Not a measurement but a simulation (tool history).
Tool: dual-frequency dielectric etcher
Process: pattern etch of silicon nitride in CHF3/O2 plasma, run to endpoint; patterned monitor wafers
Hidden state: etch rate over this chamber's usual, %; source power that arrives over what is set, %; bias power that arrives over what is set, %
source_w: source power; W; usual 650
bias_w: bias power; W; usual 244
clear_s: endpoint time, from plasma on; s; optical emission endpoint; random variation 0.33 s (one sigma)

run   hour  source_w  bias_w  wafers since the last listed run  hours since the last wet clean  hours since the last source power generator calibration  hours since the last bias power generator calibration  hours since the last upper electrode change  incoming incoming film thickness, nm  clear_s
  1    0.0       690     244                                 0                           436.8                                                   3000.2                                                 2492.8                                       3032.2                                  83.8     50.6
  2    7.3       690     244                                57                           444.1                                                   3007.5                                                 2500.1                                       3039.5                                  83.8     51.0
  3   17.5       650     244                                80                           454.3                                                   3017.7                                                 2510.3                                       3049.7                                  84.6     51.6
  4   31.3       650     244                               109                           468.1                                                   3031.5                                                 2524.1                                       3063.5                                  83.8     51.2
  5   44.8       650     244                               107                           481.6                                                   3045.0                                                 2537.6                                       3077.0                                  84.0     52.2
  6   61.8       650     244                               134                           498.6                                                   3062.0                                                 2554.6                                       3094.0                                  84.3     52.2
  7   75.7       620     222                               110                           512.5                                                   3075.9                                                 2568.5                                       3107.9                                  84.4     54.5
      91.4  -- source power generator calibrated
     117.6  -- wet clean of the chamber
  8  118.1       620     222                               114                             0.5                                                     26.7                                                 2610.9                                       3150.3                                  83.9     53.9
  9  118.4       620     222                                 2                             0.8                                                     27.0                                                 2611.2                                       3150.6                                  84.3     53.4
 10  123.9       650     244                                43                             6.3                                                     32.5                                                 2616.7                                       3156.1                                  85.1     52.3
     149.8  -- upper electrode replaced
 11  150.3       550     201                                19                            32.7                                                     58.9                                                 2643.1                                          0.5                                  83.9     57.3
 12  150.7       650     244                                 3                            33.1                                                     59.3                                                 2643.5                                          0.9                                  83.6     51.5
 13  151.0       570     298                                 2                            33.4                                                     59.6                                                 2643.8                                          1.2                                  84.0     50.6
 14  158.1       700     244                                56                            40.5                                                     66.7                                                 2650.9                                          8.3                                  83.4     50.1
 15  166.3       740     214                                65                            48.7                                                     74.9                                                 2659.1                                         16.5                                  83.8     51.1
     180.0  -- bias power generator calibrated
 16  180.5       650     244                                80                            62.9                                                     89.1                                                    0.5                                         30.7                                  83.4     51.1
 17  188.7       500     272                                65                            71.1                                                     97.3                                                    8.7                                         38.9                                  84.1     54.6
 18  200.4       780     244                                92                            82.8                                                    109.0                                                   20.4                                         50.6                                  83.7     48.3
 19  208.1       590     212                                61                            90.5                                                    116.7                                                   28.1                                         58.3                                  83.6     55.4
 20  219.2       650     244                                88                           101.6                                                    127.8                                                   39.2                                         69.4                                  84.0     51.7
 21  228.4       700     302                                73                           110.8                                                    137.0                                                   48.4                                         78.6                                  84.5     47.5
 22  238.8       560     224                                82                           121.2                                                    147.4                                                   58.8                                         89.0                                  83.9     54.9
 23  252.8       560     244                               111                           135.2                                                    161.4                                                   72.8                                        103.0                                  84.8     53.8
 24  268.0       650     287                               120                           150.4                                                    176.6                                                   88.0                                        118.2                                  83.2     49.6

Forecast each of these 5 alternatives for the next run:
  A  268.4       580     244                                 3                           150.8                                                    177.0                                                   88.4                                        118.6                                  84.4        ?
  B  268.4       550     285                                 3                           150.8                                                    177.0                                                   88.4                                        118.6                                  84.4        ?
  C  268.4       720     244                                 3                           150.8                                                    177.0                                                   88.4                                        118.6                                  84.4        ?
  D  268.4       500     287                                 3                           150.8                                                    177.0                                                   88.4                                        118.6                                  84.4        ?
  E  268.4       740     226                                 3                           150.8                                                    177.0                                                   88.4                                        118.6                                  84.4        ?

run  clear_s
  A     53.9
  B     52.6
  C     50.4
  D     54.0
  E     51.0
Without the tool's hidden state the same runs would have given:
run  clear_s
  A     53.9
  B     52.6
  C     50.4
  D     54.0
  E     51.0
